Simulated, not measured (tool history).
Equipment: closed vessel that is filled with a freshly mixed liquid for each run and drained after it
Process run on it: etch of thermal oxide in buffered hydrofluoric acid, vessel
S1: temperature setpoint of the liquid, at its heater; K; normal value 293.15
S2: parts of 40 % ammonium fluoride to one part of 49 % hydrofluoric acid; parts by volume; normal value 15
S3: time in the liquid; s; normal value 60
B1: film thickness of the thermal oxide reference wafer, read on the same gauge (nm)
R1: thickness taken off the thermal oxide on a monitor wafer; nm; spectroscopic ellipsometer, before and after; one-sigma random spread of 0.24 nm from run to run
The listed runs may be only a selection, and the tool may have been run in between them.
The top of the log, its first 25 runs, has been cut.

run 26 hour=2056.3 | S1=297.65 S2=13 S3=85 | B1=139.99 | R1=82.5
run 27 hour=2260.4 | S1=290.65 S2=20.5 S3=60 | B1=139.99 | R1=25.08
run 28 hour=2322.4 | S1=290.15 S2=9.5 S3=40 | B1=139.99 | R1=34.02
-- hour=2358 thermometer replaced
run 29 hour=2421.2 | S1=290.15 S2=20 S3=35 | B1=139.99 | R1=14.67
run 30 hour=2460.6 | S1=295.15 S2=19 S3=80 | B1=140 | R1=46.12
run 31 hour=2529.5 | S1=295.65 S2=15 S3=60 | B1=140.01 | R1=44.17
run 32 hour=2568.7 | S1=293.15 S2=15 S3=60 | B1=140.02 | R1=39.08
run 33 hour=2660.3 | S1=297.65 S2=15 S3=50 | B1=140.02 | R1=41.69
run 34 hour=2771.7 | S1=297.65 S2=13 S3=90 | B1=140.02 | R1=86.01

Below are 3 alternative next runs, each starting from the tool's condition after run 34. Predict each:
run A hour=2772.4 | S1=293.15 S2=15 S3=60 | B1=? | R1=?
run B hour=2772.4 | S1=290.15 S2=15 S3=75 | B1=? | R1=?
run C hour=2772.4 | S1=293.15 S2=11 S3=80 | B1=? | R1=?

run=A B1=139.99 R1=38.74
run=B B1=139.99 R1=40.86
run=C B1=139.99 R1=70.01
With no hidden state in the tool, these same runs would have given:
run=A R1=39.72
run=B R1=41.89
run=C R1=71.77

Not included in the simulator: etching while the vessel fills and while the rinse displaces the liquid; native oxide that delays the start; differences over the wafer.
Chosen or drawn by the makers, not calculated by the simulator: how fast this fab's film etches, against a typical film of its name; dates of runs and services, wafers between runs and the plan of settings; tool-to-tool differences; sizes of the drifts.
